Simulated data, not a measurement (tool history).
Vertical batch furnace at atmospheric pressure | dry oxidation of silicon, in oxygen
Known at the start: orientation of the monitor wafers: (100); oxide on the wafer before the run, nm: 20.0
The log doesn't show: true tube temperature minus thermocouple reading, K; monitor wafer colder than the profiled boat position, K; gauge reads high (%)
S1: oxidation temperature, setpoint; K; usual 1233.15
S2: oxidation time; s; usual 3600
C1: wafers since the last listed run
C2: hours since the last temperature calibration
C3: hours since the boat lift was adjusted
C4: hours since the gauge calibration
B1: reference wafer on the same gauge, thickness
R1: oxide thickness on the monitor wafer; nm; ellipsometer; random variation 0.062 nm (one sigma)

run,day,S1,S2,C1,C2,C3,C4,B1,R1
1,0.000,1233.15,3600,0,1677.3,5614.9,231.8,47.20,42.05
2,0.792,1233.15,3600,171,1696.3,5633.9,250.8,47.19,42.10
3,1.542,1233.15,3600,162,1714.3,5651.9,268.8,47.19,42.08
4,2.804,1253.15,4410,274,1744.6,5682.2,299.1,47.20,52.31
5,4.112,1253.15,4410,284,1776.0,5713.6,330.5,47.22,52.24
6,5.267,1253.15,4410,250,1803.7,5741.3,358.2,47.19,52.32
7,7.012,1219.15,3600,379,1845.6,5783.2,400.1,47.20,38.81
8,8.354,1219.15,3600,291,1877.8,5815.4,432.3,47.18,38.93
9,9.558,1248.15,3600,261,1906.7,5844.3,461.2,47.19,45.60
10,10.308,1248.15,3600,162,1924.7,5862.3,479.2,47.22,45.52
# day 11.146: gauge calibrated
# day 11.392: boat lift adjusted
11,12.279,1233.15,3600,210,1972.0,21.3,27.2,47.20,42.25
12,12.971,1233.15,3600,150,1988.6,37.9,43.8,47.20,42.26
13,13.604,1224.15,4110,137,2003.8,53.1,59.0,47.19,42.79
14,14.188,1233.15,3600,126,2017.8,67.1,73.0,47.19,42.28
15,15.046,1214.15,1950,186,2038.4,87.7,93.6,47.22,29.62
16,18.796,1249.15,4950,814,2128.4,177.7,183.6,47.20,54.57
17,19.700,1233.15,3600,196,2150.1,199.4,205.3,47.19,42.19
# day 21.042: thermocouples replaced and temperature profile calibrated
18,21.062,1233.15,3600,78,0.5,232.1,238.0,47.21,41.13
19,21.729,1215.15,1890,144,16.5,248.1,254.0,47.20,28.93
20,23.179,1254.15,3060,314,51.3,282.9,288.8,47.21,42.45
21,24.033,1233.15,3600,185,71.8,303.4,309.3,47.20,41.06
22,24.625,1254.15,3600,128,86.0,317.6,323.5,47.21,45.97
23,25.158,1233.15,3600,115,98.8,330.4,336.3,47.22,41.23
24,26.375,1216.15,2220,264,128.0,359.6,365.5,47.19,30.60

3 ways to go on from here, each from the tool as it stands after run 24. What would each give?
A,26.588,1250.15,3600,46,133.1,364.7,370.6,?,?
B,26.588,1221.15,3600,46,133.1,364.7,370.6,?,?
C,26.588,1225.15,3030,46,133.1,364.7,370.6,?,?

run,B1,R1
A,47.19,45.07
B,47.19,38.46
C,47.19,36.47
Without the tool's hidden state the same runs would have given:
run,R1
A,44.85
B,38.24
C,36.27
